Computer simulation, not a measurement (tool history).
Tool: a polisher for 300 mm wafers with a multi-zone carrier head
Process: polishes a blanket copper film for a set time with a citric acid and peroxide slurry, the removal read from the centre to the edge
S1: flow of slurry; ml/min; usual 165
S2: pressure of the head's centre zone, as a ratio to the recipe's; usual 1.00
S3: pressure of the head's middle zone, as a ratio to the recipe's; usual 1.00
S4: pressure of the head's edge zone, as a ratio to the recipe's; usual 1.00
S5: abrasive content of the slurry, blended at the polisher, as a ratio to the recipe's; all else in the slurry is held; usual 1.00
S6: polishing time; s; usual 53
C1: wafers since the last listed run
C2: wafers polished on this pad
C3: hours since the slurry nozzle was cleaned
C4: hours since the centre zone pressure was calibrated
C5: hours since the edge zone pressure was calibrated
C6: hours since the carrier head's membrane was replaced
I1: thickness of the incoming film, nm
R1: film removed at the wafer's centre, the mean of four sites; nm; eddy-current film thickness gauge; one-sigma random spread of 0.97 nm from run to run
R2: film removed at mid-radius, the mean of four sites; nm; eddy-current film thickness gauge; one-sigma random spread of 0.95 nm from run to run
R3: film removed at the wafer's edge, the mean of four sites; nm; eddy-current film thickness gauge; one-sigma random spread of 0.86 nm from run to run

run 1 hour=0.0 | S1=165 S2=1.09 S3=0.92 S4=1.00 S5=1.00 S6=53 | C1=0 C2=1757 C3=638.6 C4=304.5 C5=769.0 C6=1396.2 | I1=870.7 | R1=100.6 R2=90.7 R3=100.5
-- hour=16.0 centre zone pressure recalibrated
run 2 hour=30.5 | S1=165 S2=1.00 S3=0.90 S4=1.00 S5=1.25 S6=53 | C1=341 C2=2099 C3=669.1 C4=14.5 C5=799.5 C6=1426.7 | I1=873.7 | R1=100.4 R2=93.7 R3=104.1
-- hour=50.5 edge zone pressure recalibrated
-- hour=51.3 worn pad replaced by a new one
run 3 hour=65.7 | S1=165 S2=0.93 S3=1.06 S4=1.00 S5=1.00 S6=68 | C1=388 C2=173 C3=704.3 C4=49.7 C5=15.2 C6=1461.9 | I1=870.9 | R1=124.4 R2=141.1 R3=136.4
run 4 hour=87.0 | S1=165 S2=1.00 S3=0.96 S4=1.05 S5=1.00 S6=53 | C1=255 C2=428 C3=725.6 C4=71.0 C5=36.5 C6=1483.2 | I1=876.2 | R1=102.8 R2=100.1 R3=108.6
run 5 hour=108.6 | S1=165 S2=1.00 S3=1.00 S4=1.00 S5=1.00 S6=53 | C1=259 C2=687 C3=747.2 C4=92.6 C5=58.1 C6=1504.8 | I1=885.3 | R1=100.1 R2=101.6 R3=103.4
run 6 hour=125.1 | S1=165 S2=1.00 S3=0.93 S4=1.00 S5=1.00 S6=42 | C1=197 C2=885 C3=763.7 C4=109.1 C5=74.6 C6=1521.3 | I1=873.6 | R1=78.9 R2=75.3 R3=82.2
run 7 hour=141.5 | S1=165 S2=0.97 S3=1.00 S4=1.00 S5=1.00 S6=53 | C1=196 C2=1082 C3=780.1 C4=125.5 C5=91.0 C6=1537.7 | I1=870.1 | R1=94.8 R2=101.4 R3=102.7
run 8 hour=161.0 | S1=165 S2=1.12 S3=1.00 S4=1.00 S5=0.85 S6=41 | C1=233 C2=1316 C3=799.6 C4=145.0 C5=110.5 C6=1557.2 | I1=875.8 | R1=81.0 R2=74.8 R3=75.5
-- hour=181.0 slurry nozzle cleaned
run 9 hour=183.8 | S1=165 S2=0.95 S3=1.00 S4=1.00 S5=1.00 S6=53 | C1=261 C2=1577 C3=2.8 C4=167.8 C5=133.3 C6=1580.0 | I1=874.3 | R1=91.2 R2=98.6 R3=100.4
run 10 hour=213.4 | S1=165 S2=1.00 S3=0.94 S4=1.11 S5=1.00 S6=62 | C1=355 C2=1932 C3=32.4 C4=197.4 C5=162.9 C6=1609.6 | I1=882.3 | R1=110.4 R2=107.1 R3=121.0
run 11 hour=226.9 | S1=165 S2=1.00 S3=1.00 S4=1.00 S5=1.00 S6=53 | C1=161 C2=2094 C3=45.9 C4=210.9 C5=176.4 C6=1623.1 | I1=853.9 | R1=93.4 R2=96.7 R3=100.1
-- hour=238.6 worn pad replaced by a new one
-- hour=246.6 carrier head's membrane replaced by a new one
run 12 hour=262.3 | S1=165 S2=1.00 S3=0.92 S4=1.00 S5=0.80 S6=53 | C1=316 C2=224 C3=81.3 C4=246.3 C5=211.8 C6=15.7 | I1=873.4 | R1=92.3 R2=90.3 R3=100.0
run 13 hour=276.5 | S1=165 S2=1.11 S3=1.00 S4=1.08 S5=0.85 S6=53 | C1=170 C2=395 C3=95.5 C4=260.5 C5=226.0 C6=29.9 | I1=857.7 | R1=104.0 R2=98.4 R3=104.7
run 14 hour=296.2 | S1=165 S2=1.00 S3=1.05 S4=1.10 S5=1.00 S6=35 | C1=236 C2=631 C3=115.2 C4=280.2 C5=245.7 C6=49.6 | I1=868.6 | R1=63.3 R2=70.1 R3=72.5
run 15 hour=311.3 | S1=165 S2=1.00 S3=1.10 S4=1.00 S5=1.00 S6=71 | C1=181 C2=812 C3=130.3 C4=295.3 C5=260.8 C6=64.7 | I1=864.1 | R1=126.6 R2=145.6 R3=137.5
run 16 hour=333.6 | S1=165 S2=1.00 S3=1.07 S4=1.00 S5=1.00 S6=53 | C1=267 C2=1079 C3=152.6 C4=317.6 C5=283.1 C6=87.0 | I1=877.9 | R1=93.6 R2=105.5 R3=102.2
-- hour=336.1 centre zone pressure recalibrated
run 17 hour=431.4 | S1=225 S2=1.00 S3=1.00 S4=1.00 S5=0.90 S6=53 | C1=1149 C2=2228 C3=250.4 C4=95.3 C5=380.9 C6=184.8 | I1=858.4 | R1=97.3 R2=98.3 R3=97.9
run 18 hour=451.7 | S1=165 S2=1.00 S3=1.00 S4=1.00 S5=1.00 S6=53 | C1=243 C2=2472 C3=270.7 C4=115.6 C5=401.2 C6=205.1 | I1=870.4 | R1=93.6 R2=93.7 R3=94.9
-- hour=463.4 worn pad replaced by a new one
run 19 hour=476.6 | S1=165 S2=1.00 S3=1.00 S4=1.00 S5=1.00 S6=53 | C1=250 C2=157 C3=295.6 C4=140.5 C5=426.1 C6=230.0 | I1=865.4 | R1=102.6 R2=105.5 R3=105.0
run 20 hour=491.0 | S1=165 S2=1.00 S3=1.00 S4=1.00 S5=1.00 S6=53 | C1=172 C2=330 C3=310.0 C4=154.9 C5=440.5 C6=244.4 | I1=870.7 | R1=100.9 R2=104.4 R3=105.9
run 21 hour=508.5 | S1=220 S2=1.08 S3=1.00 S4=0.93 S5=1.00 S6=71 | C1=209 C2=540 C3=327.5 C4=172.4 C5=458.0 C6=261.9 | I1=857.0 | R1=151.8 R2=141.2 R3=139.4

4 ways to go on from here, each from the tool as it stands after run 21. What would each give?
run A hour=508.9 | S1=165 S2=1.00 S3=1.00 S4=1.09 S5=1.00 S6=53 | C1=4 C2=545 C3=327.9 C4=172.8 C5=458.4 C6=262.3 | I1=870.0 | R1=? R2=? R3=?
run B hour=508.9 | S1=165 S2=1.00 S3=1.00 S4=1.00 S5=0.85 S6=53 | C1=4 C2=545 C3=327.9 C4=172.8 C5=458.4 C6=262.3 | I1=870.0 | R1=? R2=? R3=?
run C hour=508.9 | S1=165 S2=1.00 S3=1.06 S4=1.05 S5=1.00 S6=53 | C1=4 C2=545 C3=327.9 C4=172.8 C5=458.4 C6=262.3 | I1=870.0 | R1=? R2=? R3=?
run D hour=508.9 | S1=165 S2=1.00 S3=1.00 S4=1.11 S5=1.00 S6=53 | C1=4 C2=545 C3=327.9 C4=172.8 C5=458.4 C6=262.3 | I1=870.0 | R1=? R2=? R3=?

run=A R1=101.2 R2=102.0 R3=107.3
run=B R1=97.2 R2=98.0 R3=99.0
run=C R1=101.2 R2=107.2 R3=105.4
run=D R1=101.2 R2=102.0 R3=108.2
Without the tool's unlogged condition, the same runs would have read:
run=A R1=107.2 R2=106.2 R3=111.8
run=B R1=102.9 R2=102.0 R3=103.2
run=C R1=107.2 R2=111.6 R3=109.8
run=D R1=107.2 R2=106.2 R3=112.7
